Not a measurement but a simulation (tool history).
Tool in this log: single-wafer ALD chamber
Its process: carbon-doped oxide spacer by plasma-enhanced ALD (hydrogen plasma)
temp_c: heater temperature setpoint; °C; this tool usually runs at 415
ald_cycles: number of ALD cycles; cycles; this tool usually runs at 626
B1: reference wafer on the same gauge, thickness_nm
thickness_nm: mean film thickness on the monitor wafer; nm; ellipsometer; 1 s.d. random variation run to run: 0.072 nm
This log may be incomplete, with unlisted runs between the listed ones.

run 1 hour=0.0 | temp_c=415 ald_cycles=626 | B1=30.068 | thickness_nm=28.781
run 2 hour=7.1 | temp_c=421 ald_cycles=713 | B1=30.118 | thickness_nm=32.269
run 3 hour=15.4 | temp_c=421 ald_cycles=713 | B1=30.116 | thickness_nm=32.223
run 4 hour=28.3 | temp_c=421 ald_cycles=713 | B1=30.085 | thickness_nm=32.287
run 5 hour=39.2 | temp_c=405 ald_cycles=626 | B1=30.080 | thickness_nm=29.467
run 6 hour=55.5 | temp_c=405 ald_cycles=626 | B1=30.080 | thickness_nm=29.539
run 7 hour=64.0 | temp_c=407 ald_cycles=626 | B1=30.108 | thickness_nm=29.523
run 8 hour=75.9 | temp_c=407 ald_cycles=626 | B1=30.088 | thickness_nm=29.529
run 9 hour=108.6 | temp_c=412 ald_cycles=695 | B1=30.096 | thickness_nm=32.104
run 10 hour=126.5 | temp_c=405 ald_cycles=552 | B1=30.111 | thickness_nm=25.984
run 11 hour=137.3 | temp_c=405 ald_cycles=552 | B1=30.087 | thickness_nm=26.060
run 12 hour=148.9 | temp_c=405 ald_cycles=552 | B1=30.120 | thickness_nm=26.030
run 13 hour=157.4 | temp_c=408 ald_cycles=626 | B1=30.131 | thickness_nm=29.406
run 14 hour=166.0 | temp_c=408 ald_cycles=626 | B1=30.117 | thickness_nm=29.331
run 15 hour=182.8 | temp_c=415 ald_cycles=626 | B1=30.061 | thickness_nm=28.971
-- hour=207.8 thermocouple changed; heater temperature recalibrated
run 16 hour=208.3 | temp_c=415 ald_cycles=626 | B1=30.087 | thickness_nm=28.722
run 17 hour=227.6 | temp_c=415 ald_cycles=626 | B1=30.124 | thickness_nm=28.857
run 18 hour=235.6 | temp_c=415 ald_cycles=626 | B1=30.123 | thickness_nm=28.762
run 19 hour=270.4 | temp_c=411 ald_cycles=679 | B1=30.077 | thickness_nm=31.566
run 20 hour=279.0 | temp_c=404 ald_cycles=626 | B1=30.079 | thickness_nm=29.614
run 21 hour=291.8 | temp_c=415 ald_cycles=626 | B1=30.106 | thickness_nm=28.848
run 22 hour=301.0 | temp_c=425 ald_cycles=560 | B1=30.066 | thickness_nm=25.029
run 23 hour=308.1 | temp_c=420 ald_cycles=544 | B1=30.089 | thickness_nm=24.616
run 24 hour=317.8 | temp_c=415 ald_cycles=577 | B1=30.088 | thickness_nm=26.622
run 25 hour=330.7 | temp_c=415 ald_cycles=585 | B1=30.088 | thickness_nm=27.000
run 26 hour=339.9 | temp_c=429 ald_cycles=742 | B1=30.092 | thickness_nm=32.755
run 27 hour=351.5 | temp_c=415 ald_cycles=626 | B1=30.065 | thickness_nm=28.897
-- hour=352.7 gauge calibrated
run 28 hour=388.9 | temp_c=421 ald_cycles=589 | B1=30.121 | thickness_nm=26.659
run 29 hour=404.4 | temp_c=415 ald_cycles=626 | B1=30.126 | thickness_nm=28.893
run 30 hour=412.8 | temp_c=415 ald_cycles=585 | B1=30.119 | thickness_nm=26.843
run 31 hour=420.5 | temp_c=409 ald_cycles=626 | B1=30.101 | thickness_nm=29.207
run 32 hour=429.2 | temp_c=406 ald_cycles=626 | B1=30.064 | thickness_nm=29.646
run 33 hour=436.0 | temp_c=415 ald_cycles=626 | B1=30.133 | thickness_nm=28.882
run 34 hour=447.0 | temp_c=401 ald_cycles=731 | B1=30.136 | thickness_nm=34.900
run 35 hour=458.4 | temp_c=410 ald_cycles=560 | B1=30.088 | thickness_nm=26.127
run 36 hour=473.5 | temp_c=415 ald_cycles=626 | B1=30.122 | thickness_nm=28.725
run 37 hour=487.5 | temp_c=425 ald_cycles=626 | B1=30.057 | thickness_nm=28.026

Forecast each of these 3 alternatives for the next run:
run A hour=488.9 | temp_c=415 ald_cycles=658 | B1=? | thickness_nm=?
run B hour=488.9 | temp_c=403 ald_cycles=504 | B1=? | thickness_nm=?
run C hour=488.9 | temp_c=422 ald_cycles=663 | B1=? | thickness_nm=?

run=A B1=30.112 thickness_nm=30.312
run=B B1=30.112 thickness_nm=23.988
run=C B1=30.112 thickness_nm=29.952
Had the tool no hidden state, the same runs would have come out as:
run=A thickness_nm=30.312
run=B thickness_nm=23.988
run=C thickness_nm=29.952

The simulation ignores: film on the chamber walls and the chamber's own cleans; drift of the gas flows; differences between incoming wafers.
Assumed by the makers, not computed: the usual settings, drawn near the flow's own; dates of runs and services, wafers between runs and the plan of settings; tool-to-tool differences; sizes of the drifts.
